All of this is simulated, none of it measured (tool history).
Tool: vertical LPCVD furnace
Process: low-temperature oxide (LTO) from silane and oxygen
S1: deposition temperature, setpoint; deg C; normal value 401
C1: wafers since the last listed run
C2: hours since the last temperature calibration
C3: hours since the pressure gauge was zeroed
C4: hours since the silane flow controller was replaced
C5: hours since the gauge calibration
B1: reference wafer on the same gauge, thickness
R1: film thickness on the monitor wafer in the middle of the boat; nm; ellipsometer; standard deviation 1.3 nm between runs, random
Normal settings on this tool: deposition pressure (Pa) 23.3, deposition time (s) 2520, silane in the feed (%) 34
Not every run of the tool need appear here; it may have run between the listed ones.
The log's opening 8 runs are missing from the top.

{"run": 9, "hour": 874.2, "S1": 401, "deposition pressure (Pa)": 23.3, "deposition time (s)": 2520, "silane in the feed (%)": 34, "C1": 848, "C2": 213.1, "C3": 83.4, "C4": 173.4, "C5": 1675.7, "B1": 250.13, "R1": 264.17}
{"run": 10, "hour": 924.9, "S1": 408, "deposition pressure (Pa)": 23.3, "deposition time (s)": 2520, "silane in the feed (%)": 34, "C1": 528, "C2": 263.8, "C3": 134.1, "C4": 224.1, "C5": 1726.4, "B1": 249.99, "R1": 289.95}
{"run": 11, "hour": 964.7, "S1": 408, "deposition pressure (Pa)": 23.3, "deposition time (s)": 2520, "silane in the feed (%)": 34, "C1": 414, "C2": 303.6, "C3": 173.9, "C4": 263.9, "C5": 1766.2, "B1": 250.02, "R1": 287.96}
{"run": 12, "hour": 1072.4, "S1": 401, "deposition pressure (Pa)": 23.3, "deposition time (s)": 2520, "silane in the feed (%)": 34, "C1": 1122, "C2": 411.3, "C3": 281.6, "C4": 371.6, "C5": 1873.9, "B1": 249.94, "R1": 268.79}
{"run": 13, "hour": 1147.3, "S1": 406, "deposition pressure (Pa)": 23.3, "deposition time (s)": 2520, "silane in the feed (%)": 34, "C1": 780, "C2": 486.2, "C3": 356.5, "C4": 446.5, "C5": 1948.8, "B1": 249.93, "R1": 286.97}
{"run": 14, "hour": 1252.1, "S1": 401, "deposition pressure (Pa)": 23.3, "deposition time (s)": 2520, "silane in the feed (%)": 34, "C1": 1092, "C2": 591, "C3": 461.3, "C4": 551.3, "C5": 2053.6, "B1": 249.82, "R1": 271.01}
{"run": 15, "hour": 1300.0, "S1": 401, "deposition pressure (Pa)": 19.3, "deposition time (s)": 2160, "silane in the feed (%)": 34, "C1": 499, "C2": 638.9, "C3": 509.2, "C4": 599.2, "C5": 2101.5, "B1": 250.18, "R1": 191.57}
{"run": 16, "hour": 1338.7, "S1": 401, "deposition pressure (Pa)": 20.7, "deposition time (s)": 2520, "silane in the feed (%)": 34, "C1": 403, "C2": 677.6, "C3": 547.9, "C4": 637.9, "C5": 2140.2, "B1": 250.16, "R1": 239.33}
{"run": 17, "hour": 1381.6, "S1": 401, "deposition pressure (Pa)": 23.3, "deposition time (s)": 2520, "silane in the feed (%)": 34, "C1": 447, "C2": 720.5, "C3": 590.8, "C4": 680.8, "C5": 2183.1, "B1": 249.91, "R1": 270.07}

Run 18, settings as shown, results not yet in. Your forecast:
{"hour": 1412.1, "done": "gauge calibrated"}
{"run": 18, "hour": 1481.5, "S1": 395, "deposition pressure (Pa)": 21.3, "deposition time (s)": 2190, "silane in the feed (%)": 37, "C1": 1041, "C2": 820.4, "C3": 690.7, "C4": 780.7, "C5": 69.4, "B1": "?", "R1": "?"}

B1: 250.11
R1: 225.49 nm
Take away the tool's hidden state, keep the run-to-run variation as it was, and the same run would have given R1 218.09 nm.

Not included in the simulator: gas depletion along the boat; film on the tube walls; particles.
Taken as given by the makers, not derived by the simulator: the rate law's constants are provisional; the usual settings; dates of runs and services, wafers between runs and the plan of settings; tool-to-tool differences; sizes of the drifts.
